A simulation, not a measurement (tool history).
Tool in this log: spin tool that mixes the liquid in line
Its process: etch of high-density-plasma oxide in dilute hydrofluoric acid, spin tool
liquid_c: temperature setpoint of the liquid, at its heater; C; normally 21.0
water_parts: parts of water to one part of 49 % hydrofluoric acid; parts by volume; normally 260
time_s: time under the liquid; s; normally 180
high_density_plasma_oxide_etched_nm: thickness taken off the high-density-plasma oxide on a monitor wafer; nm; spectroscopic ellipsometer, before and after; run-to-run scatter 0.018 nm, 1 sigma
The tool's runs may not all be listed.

run   hour  liquid_c  water_parts  time_s  read-back film thickness of the high-density-plasma oxide reference wafer, read on the same gauge (nm)  high_density_plasma_oxide_etched_nm
  1    0.0      21.0          260     180                                                                                                 129.991                                2.572
  2    7.3      21.0          260     180                                                                                                 130.013                                2.589
  3   19.0      21.0          260     180                                                                                                 130.010                                2.546
  4   34.9      21.0          260     180                                                                                                 130.003                                2.572
  5   49.0      21.0          260     145                                                                                                 129.997                                2.081
  6   65.1      21.0          260     145                                                                                                 129.991                                2.055
  7   77.8      21.0          260     145                                                                                                 130.002                                2.094
      82.0  -- thermometer replaced
  8   84.1      21.0          260     180                                                                                                 129.982                                2.708
  9   99.0      21.0          260     180                                                                                                 130.021                                2.669
 10  111.2      21.0          260     180                                                                                                 129.991                                2.679
 11  126.9      21.0          175     180                                                                                                 129.992                                4.349
 12  133.2      21.0          260     180                                                                                                 129.999                                2.689
     139.6  -- hydrofluoric acid flow meter replaced
 13  143.0      21.0          325     115                                                                                                 129.995                                1.300
     150.0  -- thermometer replaced, repeated, since the last time left the tool worse
 14  159.0      21.0          260     180                                                                                                 130.000                                2.427
 15  174.9      18.0          260     115                                                                                                 129.988                                1.370
 16  191.1      21.0          260     180                                                                                                 129.994                                2.437
 17  199.5      24.5          260     215                                                                                                 129.997                                3.227
 18  212.5      21.0          260     180                                                                                                 130.006                                2.446
 19  220.9      21.0          260     180                                                                                                 130.010                                2.417
     226.1  -- gauge calibrated
 20  233.0      24.0          355     180                                                                                                 130.015                                1.820
 21  246.0      21.0          365     265                                                                                                 130.005                                2.295
 22  260.8      22.5          260     255                                                                                                 129.993                                3.626
 23  276.3      17.0          185      90                                                                                                 129.998                                1.560
 24  291.7      21.0          260     180                                                                                                 130.002                                2.447
 25  298.9      22.5          385     255                                                                                                 130.012                                2.189
 26  315.4      21.0          260     180                                                                                                 130.007                                2.435
 27  323.9      23.5          345     180                                                                                                 130.020                                1.827
 28  335.5      21.0          260     235                                                                                                 129.993                                3.151
 29  343.2      23.0          310     180                                                                                                 130.002                                2.110
 30  351.7      24.0          355     180                                                                                                 130.030                                1.801
 31  358.6      19.5          310     180                                                                                                 129.995                                1.864
 32  376.0      21.0          260     180                                                                                                 130.007                                2.443
 33  386.2      24.0          330     270                                                                                                 129.999                                2.972

For some of the steps in high_density_plasma_oxide_etched_nm from one run to the next: how much would appear even if the tool had no hidden state, given the settings, what came in and random variation, and how much remains for the hidden state plus any gauge scatter that the measured result and the result without hidden state don't share?
What the log doesn't record here: liquid hotter than its thermometer reads (K); hydrofluoric acid flow above the setpoint (%); gauge reads high (%).
Run 10 -> 11: water_parts 260 -> 175. high_density_plasma_oxide_etched_nm +1.670 nm: hidden state +0.210, all else +1.460.
Run 11 -> 12: water_parts 175 -> 260. high_density_plasma_oxide_etched_nm -1.660 nm: hidden state -0.208, all else -1.452.
Run 12 -> 13: water_parts 260 -> 325, time_s 180 -> 115, hydrofluoric acid flow meter replaced. high_density_plasma_oxide_etched_nm -1.389 nm: hidden state -0.157, all else -1.232.
Run 22 -> 23: liquid_c 22.5 -> 17.0, water_parts 260 -> 185, time_s 255 -> 90. high_density_plasma_oxide_etched_nm -2.066 nm: hidden state -0.010, all else -2.056.
